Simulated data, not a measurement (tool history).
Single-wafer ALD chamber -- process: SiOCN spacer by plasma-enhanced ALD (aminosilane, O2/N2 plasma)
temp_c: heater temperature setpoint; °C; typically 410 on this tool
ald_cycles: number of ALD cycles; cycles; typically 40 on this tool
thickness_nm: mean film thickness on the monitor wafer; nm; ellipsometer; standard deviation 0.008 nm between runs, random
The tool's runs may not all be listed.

run      day  temp_c  ald_cycles  read-back reference wafer on the same gauge, thickness_nm  thickness_nm
  1    0.000     410          40                                                      2.716         2.486
  2    2.112     410          40                                                      2.720         2.479
  3    3.758     410          40                                                      2.720         2.484
  4    8.029     410          40                                                      2.723         2.480
  5   10.058     410          40                                                      2.717         2.493
  6   13.246     400          40                                                      2.718         2.551
  7   17.292     410          40                                                      2.721         2.477
  8   19.562     410          40                                                      2.718         2.493
  9   22.075     410          40                                                      2.722         2.498
 10   25.162     410          40                                                      2.719         2.501
 11   28.475     419          38                                                      2.722         2.311
 12   39.254     410          40                                                      2.720         2.495
 13   42.412     410          40                                                      2.722         2.500
 14   46.792     410          44                                                      2.720         2.764
 15   48.558     410          44                                                      2.720         2.768
 16   50.604     410          40                                                      2.720         2.506
 17   53.175     422          35                                                      2.722         2.112
 18   54.758     410          40                                                      2.716         2.505
 19   58.212     415          37                                                      2.720         2.276
 20   61.850     410          40                                                      2.716         2.509
 21   63.750     404          40                                                      2.718         2.548
 22   66.567     410          40                                                      2.722         2.505
 23   69.017     395          44                                                      2.721         2.813
 24   72.617     403          36                                                      2.719         2.299
 25   75.062     404          35                                                      2.720         2.234
 26   78.338     414          44                                                      2.717         2.743
 27   80.333     415          37                                                      2.723         2.304
 28   82.108     419          33                                                      2.718         2.030
 29   86.442     421          36                                                      2.721         2.178
 30   97.325     402          40                                                      2.723         2.552
 31  100.921     410          40                                                      2.722         2.481
 32  105.100     401          35                                                      2.723         2.234
 33  107.600     410          42                                                      2.719         2.611

Removed from this log: 2 entries logged between the listed runs. Between which two listed runs does each belong, and how does the tool's hidden state at the listed run before it compare with that at the listed run after it?
From run 14 to run 15: gauge calibrated (day 47.775)
  wafer temperature above the value expected at the setpoint (K): -3.97 -> -4.1
  measured value less the no-hidden-state value, thickness_nm: +0.029 -> +0.030 nm
From run 28 to run 29: thermocouple changed; heater temperature recalibrated (day 84.996)
  wafer temperature above the value expected at the setpoint (K): -6.4 -> -0.737
  measured value less the no-hidden-state value, thickness_nm: +0.036 -> +0.005 nm
